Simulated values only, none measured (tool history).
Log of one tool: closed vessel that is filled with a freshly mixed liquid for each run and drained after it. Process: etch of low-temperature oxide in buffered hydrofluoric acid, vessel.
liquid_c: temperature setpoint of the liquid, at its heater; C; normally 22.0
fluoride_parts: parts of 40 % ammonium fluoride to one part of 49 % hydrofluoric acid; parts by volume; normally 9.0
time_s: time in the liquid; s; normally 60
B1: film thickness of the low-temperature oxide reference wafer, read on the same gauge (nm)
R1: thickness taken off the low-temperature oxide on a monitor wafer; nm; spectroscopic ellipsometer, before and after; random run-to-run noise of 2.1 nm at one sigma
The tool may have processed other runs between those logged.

Run 1, hour 0.0: usual settings but liquid_c 18.5 C; B1 110.00. Result: R1 164.26 nm.
Run 2, hour 15.8: usual settings but liquid_c 18.5 C; B1 110.02. Result: R1 163.18 nm.
Run 3, hour 43.8: usual settings but liquid_c 18.5 C; B1 110.01. Result: R1 162.24 nm.
Run 4, hour 76.4: usual settings but liquid_c 25.0 C, time_s 50 s; B1 110.00. Result: R1 196.24 nm.
Run 5, hour 100.0: usual settings but liquid_c 25.0 C, time_s 50 s; B1 110.00. Result: R1 193.85 nm.
Run 6, hour 124.0: usual settings but liquid_c 25.0 C, time_s 50 s; B1 110.01. Result: R1 195.63 nm.
Run 7, hour 152.9: usual settings but fluoride_parts 7.5 parts by volume; B1 110.05. Result: R1 232.47 nm.
Run 8, hour 173.9: usual settings but fluoride_parts 8.0 parts by volume, time_s 90 s; B1 109.99. Result: R1 324.59 nm.
Run 9, hour 205.6: usual settings but liquid_c 26.0 C, time_s 90 s; B1 110.01. Result: R1 371.74 nm.
Run 10, hour 221.8: usual settings but liquid_c 20.0 C; B1 110.02. Result: R1 176.77 nm.
Run 11, hour 256.9: usual settings but liquid_c 25.5 C; B1 109.98. Result: R1 238.30 nm.
Run 12, hour 289.5: usual settings; B1 110.00. Result: R1 194.30 nm.
Run 13, hour 302.4: usual settings but liquid_c 18.0 C; B1 110.02. Result: R1 158.48 nm.
Run 14, hour 329.0: usual settings but liquid_c 23.5 C, fluoride_parts 8.0 parts by volume, time_s 35 s; B1 109.99. Result: R1 136.36 nm.
Run 15, hour 364.8: usual settings but time_s 50 s; B1 110.01. Result: R1 166.02 nm.
Run 16, hour 399.2: usual settings but liquid_c 20.5 C, fluoride_parts 10.0 parts by volume; B1 110.02. Result: R1 159.27 nm.
Run 17, hour 433.1: usual settings but fluoride_parts 6.5 parts by volume, time_s 40 s; B1 110.03. Result: R1 174.73 nm.
Run 18, hour 447.5: usual settings but liquid_c 23.5 C, fluoride_parts 8.0 parts by volume, time_s 35 s; B1 110.01. Result: R1 136.72 nm.
Run 19, hour 474.6: usual settings; B1 110.00. Result: R1 220.35 nm.
Run 20, hour 491.8: usual settings; B1 109.99. Result: R1 219.32 nm.
Run 21, hour 516.7: usual settings but liquid_c 24.5 C, time_s 45 s; B1 110.02. Result: R1 188.64 nm.
Run 22, hour 550.9: usual settings but liquid_c 17.0 C, fluoride_parts 7.0 parts by volume, time_s 30 s; B1 110.00. Result: R1 108.77 nm.
Run 23, hour 583.3: usual settings but liquid_c 18.5 C; B1 110.00. Result: R1 178.77 nm.
Run 24, hour 600.8: usual settings but liquid_c 20.0 C, fluoride_parts 6.5 parts by volume, time_s 75 s; B1 110.01. Result: R1 347.73 nm.
Run 25, hour 669.6: usual settings but liquid_c 26.5 C, fluoride_parts 12.5 parts by volume, time_s 45 s; B1 110.02. Result: R1 154.79 nm.
Run 26, hour 693.6: usual settings but liquid_c 20.0 C, fluoride_parts 12.0 parts by volume, time_s 35 s; B1 109.97. Result: R1 87.56 nm.
Run 27, hour 727.7: usual settings; B1 109.99. Result: R1 220.34 nm.
Run 28, hour 761.2: usual settings but liquid_c 18.5 C, fluoride_parts 8.0 parts by volume, time_s 45 s; B1 110.01. Result: R1 153.06 nm.
Run 29, hour 795.0: usual settings but fluoride_parts 7.5 parts by volume; B1 109.97. Result: R1 258.50 nm.
Run 30, hour 810.6: usual settings but fluoride_parts 10.5 parts by volume, time_s 70 s; B1 109.99. Result: R1 224.21 nm.
Run 31, hour 825.3: usual settings but liquid_c 24.0 C, time_s 80 s; B1 110.00. Result: R1 320.14 nm.

Missing from the log above: 3 entries noted between runs. For each, name the pair of listed runs it sits between and say how the tool's hidden condition differs from the listed run just before to the listed run just after:
In the gap between runs 2 and 3: gauge calibrated (hour 40.6)
  hydrofluoric acid flow below the setpoint (%): 12.6 -> 12.8
  measured less the result without the state, R1: -16.34 -> -16.52 nm
In the gap between runs 11 and 12: thermometer replaced (hour 260.1)
  hydrofluoric acid flow below the setpoint (%): 13.8 -> 14
  measured less the result without the state, R1: -27.38 -> -22.73 nm
In the gap between runs 18 and 19: hydrofluoric acid flow meter replaced (hour 470.4)
  hydrofluoric acid flow below the setpoint (%): 14.8 -> 0.296
  measured less the result without the state, R1: -22.82 -> -0.41 nm
